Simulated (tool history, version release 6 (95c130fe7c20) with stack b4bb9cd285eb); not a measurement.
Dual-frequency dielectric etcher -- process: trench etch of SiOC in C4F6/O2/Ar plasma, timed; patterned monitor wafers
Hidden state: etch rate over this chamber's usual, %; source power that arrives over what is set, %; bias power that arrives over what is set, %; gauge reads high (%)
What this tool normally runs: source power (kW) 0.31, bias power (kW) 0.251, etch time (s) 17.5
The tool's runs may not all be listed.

run,hour,source power (kW),bias power (kW),etch time (s),wafers since the last listed run,hours since the last wet clean,hours since the last source power generator calibration,hours since the last bias power generator calibration,hours since the last upper electrode change,hours since the gauge calibration,"read-back reference wafer on the same gauge, depth_nm",mean etch depth across the wafer (Å)
1,0,0.31,0.251,17.5,0,217.8,2047.2,2268,4659.7,1466.3,42.97,380
2,64.7,0.31,0.251,17.5,931,282.5,2111.9,2332.7,4724.4,1531,42.92,379.4
3,159.7,0.31,0.251,17.5,1367,377.5,2206.9,2427.7,4819.4,1626,42.99,381.4
4,197.7,0.31,0.251,17.5,546,415.5,2244.9,2465.7,4857.4,1664,42.9,379
5,248.9,0.31,0.251,17.5,736,466.7,2296.1,2516.9,4908.6,1715.2,42.85,380.8
6,318.2,0.37,0.229,17.5,997,536,2365.4,2586.2,4977.9,1784.5,42.87,400.7
# hour 331.9: source power generator calibrated
# hour 376.6: wet clean of the chamber
7,378.8,0.37,0.229,17.5,469,2.2,46.9,2646.8,5038.5,1845.1,42.95,405.3
8,457.1,0.37,0.229,17.5,1126,80.5,125.2,2725.1,5116.8,1923.4,42.91,401.5
9,548.5,0.31,0.238,15.5,1315,171.9,216.6,2816.5,5208.2,2014.8,42.97,329.8
10,624.3,0.31,0.251,17.5,1090,247.7,292.4,2892.3,5284,2090.6,42.87,382.3
11,691.8,0.24,0.251,21,971,315.2,359.9,2959.8,5351.5,2158.1,42.88,396.5
12,735.1,0.31,0.251,17.5,623,358.5,403.2,3003.1,5394.8,2201.4,42.85,381
13,805.4,0.26,0.251,22,1011,428.8,473.5,3073.4,5465.1,2271.7,42.91,434.7
14,855.4,0.31,0.201,17.5,719,478.8,523.5,3123.4,5515.1,2321.7,42.88,349.1
# hour 949.8: upper electrode replaced
15,950.3,0.37,0.251,19.5,1020,573.7,618.4,3218.3,0.5,2416.6,42.87,464.4
# hour 990.2: bias power generator calibrated
# hour 1000.2: wet clean of the chamber
16,1034.6,0.27,0.223,12.5,1011,34.4,702.7,44.4,84.8,2500.9,42.87,240.7
17,1077.5,0.31,0.251,17.5,617,77.3,745.6,87.3,127.7,2543.8,42.93,382.7
18,1128.4,0.31,0.251,13.5,732,128.2,796.5,138.2,178.6,2594.7,42.91,293.5
# hour 1150.2: gauge calibrated
19,1174.1,0.31,0.251,17.5,657,173.9,842.2,183.9,224.3,23.9,42.93,381.6
20,1247.2,0.31,0.251,17.5,1052,247,915.3,257,297.4,97,42.92,380.2

Expected results for the next run?
21,1328,0.31,0.251,17.5,1162,327.8,996.1,337.8,378.2,177.8,?,?

read-back reference wafer on the same gauge, depth_nm: 42.93
mean etch depth across the wafer (Å): 380.9
Take away the tool's hidden state, keep the run-to-run variation as it was, and the same run would have given mean etch depth across the wafer (Å) 380.9.

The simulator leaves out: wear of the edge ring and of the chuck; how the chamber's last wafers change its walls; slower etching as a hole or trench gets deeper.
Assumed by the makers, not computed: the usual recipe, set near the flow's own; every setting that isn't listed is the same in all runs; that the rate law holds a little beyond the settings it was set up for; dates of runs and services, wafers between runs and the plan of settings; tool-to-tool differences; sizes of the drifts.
